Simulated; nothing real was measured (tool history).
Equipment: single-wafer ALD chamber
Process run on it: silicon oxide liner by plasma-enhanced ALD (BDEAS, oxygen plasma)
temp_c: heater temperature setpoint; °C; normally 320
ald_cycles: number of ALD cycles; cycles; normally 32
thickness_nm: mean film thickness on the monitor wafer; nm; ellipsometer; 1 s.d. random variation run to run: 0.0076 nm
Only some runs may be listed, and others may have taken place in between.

run	hour	temp_c	ald_cycles	read-back reference wafer on the same gauge, thickness_nm	thickness_nm
1	0	320	32	3.451	3.049
2	9.9	320	32	3.453	3.061
3	18.8	320	32	3.459	3.079
4	35.3	320	32	3.458	3.068
5	47	320	32	3.461	3.064
6	54	320	27	3.462	2.591
7	70	320	37	3.466	3.552
8	76.1	320	32	3.468	3.078
9	83	320	32	3.471	3.085
10	95.5	320	32	3.474	3.083
11	113.2	320	32	3.478	3.08
# hour 119.2: gauge calibrated
12	122.9	325	32	3.439	3.043
13	131.9	320	32	3.438	3.061
14	142.7	320	32	3.439	3.041

Run 15 is up next; what results do you expect?
15	149.5	324	37	?	?

read-back reference wafer on the same gauge, thickness_nm: 3.44
thickness_nm: 3.508 nm
Without the tool's hidden state the same run would have given thickness_nm 3.508 nm.

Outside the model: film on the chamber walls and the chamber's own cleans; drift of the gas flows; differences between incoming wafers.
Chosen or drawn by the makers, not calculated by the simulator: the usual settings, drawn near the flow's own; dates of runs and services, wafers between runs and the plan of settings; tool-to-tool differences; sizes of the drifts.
